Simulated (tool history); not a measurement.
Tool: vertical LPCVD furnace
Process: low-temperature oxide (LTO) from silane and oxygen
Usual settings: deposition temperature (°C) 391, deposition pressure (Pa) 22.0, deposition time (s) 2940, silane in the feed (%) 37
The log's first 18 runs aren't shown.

| run | hour | deposition temperature (°C) | deposition pressure (Pa) | deposition time (s) | silane in the feed (%) | read-back reference wafer on the same gauge, thickness | film thickness on the monitor wafer in the middle of the boat (Å) |
|---|---|---|---|---|---|---|---|
| 19 | 1210.4 | 391 | 22.0 | 2940 | 37 | 275.95 | 2766.1 |
| 20 | 1269.9 | 391 | 22.0 | 3270 | 39 | 276.02 | 3297.4 |
| 21 | 1387.4 | 391 | 22.0 | 2580 | 31 | 276.00 | 1908.4 |
| 22 | 1438.7 | 391 | 22.0 | 1890 | 40 | 275.96 | 1976.2 |
|  | 1514.3 | gauge calibrated |
|  | 1526.0 | pressure gauge zeroed |
| 23 | 1607.3 | 391 | 22.0 | 2370 | 37 | 276.00 | 2304.7 |
| 24 | 1650.3 | 391 | 22.0 | 2940 | 37 | 275.98 | 2869.2 |
| 25 | 1720.2 | 387 | 22.0 | 2940 | 30 | 275.95 | 2033.1 |
| 26 | 1787.4 | 391 | 22.0 | 2940 | 37 | 275.96 | 2863.8 |
| 27 | 1818.8 | 381 | 22.0 | 3600 | 37 | 276.10 | 3103.1 |
| 28 | 1881.4 | 391 | 23.3 | 2940 | 37 | 276.12 | 3047.3 |
| 29 | 1913.3 | 391 | 19.3 | 2940 | 37 | 276.01 | 2524.4 |
| 30 | 1949.1 | 380 | 22.0 | 2160 | 40 | 275.92 | 2043.2 |

Forecast each of these 4 alternatives for the next run:
| A | 1953.2 | 391 | 22.0 | 2940 | 37 | ? | ? |
| B | 1953.2 | 400 | 18.0 | 2940 | 44 | ? | ? |
| C | 1953.2 | 391 | 22.0 | 2940 | 33 | ? | ? |
| D | 1953.2 | 384 | 22.0 | 2940 | 37 | ? | ? |

| run | read-back reference wafer on the same gauge, thickness | film thickness on the monitor wafer in the middle of the boat (Å) |
|---|---|---|
| A | 276.02 | 2863.6 |
| B | 276.02 | 3179.6 |
| C | 276.02 | 2450.8 |
| D | 276.02 | 2636.3 |
Without the tool's hidden state the same runs would have given:
| run | film thickness on the monitor wafer in the middle of the boat (Å) |
|---|---|
| A | 2844.1 |
| B | 3163.8 |
| C | 2433.2 |
| D | 2617.5 |
